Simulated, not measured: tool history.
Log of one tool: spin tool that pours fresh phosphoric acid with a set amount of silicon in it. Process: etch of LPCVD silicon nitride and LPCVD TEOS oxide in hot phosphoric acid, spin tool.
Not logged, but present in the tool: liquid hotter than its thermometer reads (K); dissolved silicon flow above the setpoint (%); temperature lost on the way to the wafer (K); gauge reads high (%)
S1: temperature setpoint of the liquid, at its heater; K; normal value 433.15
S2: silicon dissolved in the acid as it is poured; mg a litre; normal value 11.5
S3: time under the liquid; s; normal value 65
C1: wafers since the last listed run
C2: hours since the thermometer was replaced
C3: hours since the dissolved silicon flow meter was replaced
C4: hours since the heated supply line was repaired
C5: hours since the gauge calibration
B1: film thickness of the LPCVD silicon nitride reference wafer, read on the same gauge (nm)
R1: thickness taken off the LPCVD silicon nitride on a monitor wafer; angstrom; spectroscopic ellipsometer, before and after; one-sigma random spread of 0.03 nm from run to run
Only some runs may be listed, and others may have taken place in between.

| run | hour | S1 | S2 | S3 | C1 | C2 | C3 | C4 | C5 | B1 | R1 |
|---|---|---|---|---|---|---|---|---|---|---|---|
| 1 | 0 | 434.65 | 11.5 | 90 | 0 | 313.4 | 1492.6 | 2047.6 | 972.7 | 80 | 80 |
| 2 | 22.4 | 433.15 | 11.5 | 65 | 315 | 335.8 | 1515 | 2070 | 995.1 | 80.02 | 54.8 |
| 3 | 52.5 | 433.15 | 18 | 65 | 423 | 365.9 | 1545.1 | 2100.1 | 1025.2 | 80.03 | 54.8 |
| 4 | 79.6 | 435.65 | 9 | 65 | 381 | 393 | 1572.2 | 2127.2 | 1052.3 | 80.04 | 59.8 |
| 5 | 159.2 | 433.15 | 14 | 100 | 1119 | 472.6 | 1651.8 | 2206.8 | 1131.9 | 79.99 | 84.3 |
|  | 190.2 | heated supply line repaired |
| 6 | 190.7 | 433.15 | 11.5 | 65 | 428 | 504.1 | 1683.3 | 0.5 | 1163.4 | 80.03 | 55 |
|  | 198.2 | dissolved silicon flow meter replaced |
| 7 | 222.8 | 433.15 | 11.5 | 30 | 437 | 536.2 | 24.6 | 32.6 | 1195.5 | 79.99 | 25.2 |
| 8 | 241.3 | 430.65 | 20 | 30 | 260 | 554.7 | 43.1 | 51.1 | 1214 | 80 | 23.2 |
|  | 250.7 | gauge calibrated |
| 9 | 260 | 433.15 | 5 | 105 | 263 | 573.4 | 61.8 | 69.8 | 9.3 | 80.01 | 88 |
| 10 | 274.5 | 431.15 | 11.5 | 40 | 203 | 587.9 | 76.3 | 84.3 | 23.8 | 79.99 | 31.8 |
| 11 | 297.5 | 431.15 | 19 | 35 | 323 | 610.9 | 99.3 | 107.3 | 46.8 | 80.01 | 27.5 |
| 12 | 326.1 | 433.15 | 14.5 | 85 | 402 | 639.5 | 127.9 | 135.9 | 75.4 | 79.98 | 71.6 |
| 13 | 356.9 | 435.15 | 11.5 | 65 | 433 | 670.3 | 158.7 | 166.7 | 106.2 | 80.01 | 58.3 |
| 14 | 382.7 | 433.15 | 11.5 | 65 | 362 | 696.1 | 184.5 | 192.5 | 132 | 79.97 | 54.4 |
| 15 | 414.6 | 431.15 | 18 | 105 | 448 | 728 | 216.4 | 224.4 | 163.9 | 79.98 | 82.1 |
| 16 | 430 | 434.15 | 6 | 35 | 216 | 743.4 | 231.8 | 239.8 | 179.3 | 79.98 | 30.3 |
| 17 | 446.6 | 433.15 | 11.5 | 65 | 233 | 760 | 248.4 | 256.4 | 195.9 | 80.01 | 54.9 |
| 18 | 458.8 | 435.15 | 15.5 | 80 | 171 | 772.2 | 260.6 | 268.6 | 208.1 | 80 | 72.2 |
|  | 465.8 | thermometer replaced |
| 19 | 473.4 | 433.15 | 11.5 | 35 | 191 | 7.6 | 275.2 | 283.2 | 222.7 | 80 | 29.3 |
| 20 | 495 | 433.15 | 15 | 65 | 303 | 29.2 | 296.8 | 304.8 | 244.3 | 79.99 | 54.7 |
| 21 | 514.3 | 433.15 | 11.5 | 65 | 271 | 48.5 | 316.1 | 324.1 | 263.6 | 80.03 | 54.6 |

Branching from run 21: 5 alternative next runs. What would each branch give?
| A | 514.7 | 433.15 | 11.5 | 100 | 5 | 48.9 | 316.5 | 324.5 | 264 | ? | ? |
| B | 514.7 | 432.15 | 3.5 | 105 | 5 | 48.9 | 316.5 | 324.5 | 264 | ? | ? |
| C | 514.7 | 434.15 | 16 | 90 | 5 | 48.9 | 316.5 | 324.5 | 264 | ? | ? |
| D | 514.7 | 433.15 | 11.5 | 105 | 5 | 48.9 | 316.5 | 324.5 | 264 | ? | ? |
| E | 514.7 | 436.15 | 11.5 | 50 | 5 | 48.9 | 316.5 | 324.5 | 264 | ? | ? |

| run | B1 | R1 |
|---|---|---|
| A | 79.98 | 84.5 |
| B | 79.98 | 85.8 |
| C | 79.98 | 78.6 |
| D | 79.98 | 88.7 |
| E | 79.98 | 46.7 |
What these runs would have given with no unlogged condition in the tool:
| run | R1 |
|---|---|
| A | 84.5 |
| B | 85.8 |
| C | 78.6 |
| D | 88.7 |
| E | 46.7 |
